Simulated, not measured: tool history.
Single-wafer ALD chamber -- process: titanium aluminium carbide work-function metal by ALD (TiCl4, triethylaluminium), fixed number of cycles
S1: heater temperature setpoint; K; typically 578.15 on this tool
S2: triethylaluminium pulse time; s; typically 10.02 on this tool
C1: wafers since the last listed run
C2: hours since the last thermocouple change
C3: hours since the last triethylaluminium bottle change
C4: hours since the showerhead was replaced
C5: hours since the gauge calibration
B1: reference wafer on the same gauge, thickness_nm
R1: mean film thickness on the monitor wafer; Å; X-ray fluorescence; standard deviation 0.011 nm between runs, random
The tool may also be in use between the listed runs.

{"run": 1, "day": 0.0, "S1": 578.15, "S2": 6.98, "C1": 0, "C2": 721.7, "C3": 1158.8, "C4": 2478, "C5": 795.1, "B1": 2.189, "R1": 20.46}
{"run": 2, "day": 2.288, "S1": 578.15, "S2": 6.98, "C1": 592, "C2": 776.6, "C3": 1213.7, "C4": 2532.9, "C5": 850, "B1": 2.188, "R1": 20.49}
{"run": 3, "day": 3.662, "S1": 578.15, "S2": 6.98, "C1": 356, "C2": 809.6, "C3": 1246.7, "C4": 2565.9, "C5": 883, "B1": 2.188, "R1": 20.54}
{"run": 4, "day": 6.304, "S1": 578.15, "S2": 10.02, "C1": 684, "C2": 873, "C3": 1310.1, "C4": 2629.3, "C5": 946.4, "B1": 2.188, "R1": 21.84}
{"run": 5, "day": 8.029, "S1": 578.15, "S2": 10.02, "C1": 446, "C2": 914.4, "C3": 1351.5, "C4": 2670.7, "C5": 987.8, "B1": 2.194, "R1": 21.71}
{"run": 6, "day": 10.029, "S1": 578.15, "S2": 10.02, "C1": 518, "C2": 962.4, "C3": 1399.5, "C4": 2718.7, "C5": 1035.8, "B1": 2.191, "R1": 21.92}
{"run": 7, "day": 12.179, "S1": 578.15, "S2": 10.02, "C1": 556, "C2": 1014, "C3": 1451.1, "C4": 2770.3, "C5": 1087.4, "B1": 2.192, "R1": 21.74}
{"run": 8, "day": 13.379, "S1": 578.15, "S2": 11.16, "C1": 310, "C2": 1042.8, "C3": 1479.9, "C4": 2799.1, "C5": 1116.2, "B1": 2.191, "R1": 21.78}
{"run": 9, "day": 15.254, "S1": 578.15, "S2": 11.16, "C1": 485, "C2": 1087.8, "C3": 1524.9, "C4": 2844.1, "C5": 1161.2, "B1": 2.192, "R1": 21.99}
{"run": 10, "day": 17.421, "S1": 578.15, "S2": 10.02, "C1": 561, "C2": 1139.8, "C3": 1576.9, "C4": 2896.1, "C5": 1213.2, "B1": 2.193, "R1": 21.55}
{"day": 17.429, "done": "gauge calibrated"}
{"day": 19.3, "done": "thermocouple changed; heater temperature recalibrated"}
{"day": 19.583, "done": "showerhead replaced"}
{"run": 11, "day": 19.604, "S1": 578.15, "S2": 10.02, "C1": 405, "C2": 7.3, "C3": 1629.3, "C4": 0.5, "C5": 52.2, "B1": 2.192, "R1": 21.25}
{"run": 12, "day": 21.442, "S1": 578.15, "S2": 7.61, "C1": 476, "C2": 51.4, "C3": 1673.4, "C4": 44.6, "C5": 96.3, "B1": 2.19, "R1": 20.25}
{"day": 23.529, "done": "triethylaluminium bottle replaced"}
{"run": 13, "day": 23.929, "S1": 566.15, "S2": 7.05, "C1": 558, "C2": 111.1, "C3": 9.6, "C4": 104.3, "C5": 156, "B1": 2.193, "R1": 18.8}
{"day": 25.892, "done": "thermocouple changed; heater temperature recalibrated, repeated, since the last time left the tool worse"}
{"run": 14, "day": 30.829, "S1": 586.15, "S2": 7.79, "C1": 1701, "C2": 118.5, "C3": 175.2, "C4": 269.9, "C5": 321.6, "B1": 2.189, "R1": 21.97}
{"run": 15, "day": 32.692, "S1": 578.15, "S2": 10.02, "C1": 482, "C2": 163.2, "C3": 219.9, "C4": 314.6, "C5": 366.3, "B1": 2.188, "R1": 22.25}
{"run": 16, "day": 35.654, "S1": 578.15, "S2": 10.02, "C1": 767, "C2": 234.3, "C3": 291, "C4": 385.7, "C5": 437.4, "B1": 2.185, "R1": 22.11}
{"run": 17, "day": 37.604, "S1": 569.15, "S2": 13.21, "C1": 505, "C2": 281.1, "C3": 337.8, "C4": 432.5, "C5": 484.2, "B1": 2.19, "R1": 21.4}
{"run": 18, "day": 40.521, "S1": 593.15, "S2": 12.08, "C1": 755, "C2": 351.1, "C3": 407.8, "C4": 502.5, "C5": 554.2, "B1": 2.193, "R1": 24.04}
{"run": 19, "day": 42.617, "S1": 584.15, "S2": 7.16, "C1": 542, "C2": 401.4, "C3": 458.1, "C4": 552.8, "C5": 604.5, "B1": 2.193, "R1": 21.63}
{"run": 20, "day": 45.175, "S1": 578.15, "S2": 11.03, "C1": 662, "C2": 462.8, "C3": 519.5, "C4": 614.2, "C5": 665.9, "B1": 2.192, "R1": 22.14}

Predict each of these 3 candidate next runs independently; none follows another, all start after run 20:
{"run": "A", "day": 45.192, "S1": 578.15, "S2": 8.26, "C1": 4, "C2": 463.2, "C3": 519.9, "C4": 614.6, "C5": 666.3, "B1": "?", "R1": "?"}
{"run": "B", "day": 45.192, "S1": 566.15, "S2": 11.12, "C1": 4, "C2": 463.2, "C3": 519.9, "C4": 614.6, "C5": 666.3, "B1": "?", "R1": "?"}
{"run": "C", "day": 45.192, "S1": 592.15, "S2": 7.68, "C1": 4, "C2": 463.2, "C3": 519.9, "C4": 614.6, "C5": 666.3, "B1": "?", "R1": "?"}

run=A B1=2.191 R1=21.63
run=B B1=2.191 R1=21.13
run=C B1=2.191 R1=22.82
What these runs would have given with no unlogged condition in the tool:
run=A R1=21.66
run=B R1=21.16
run=C R1=22.85
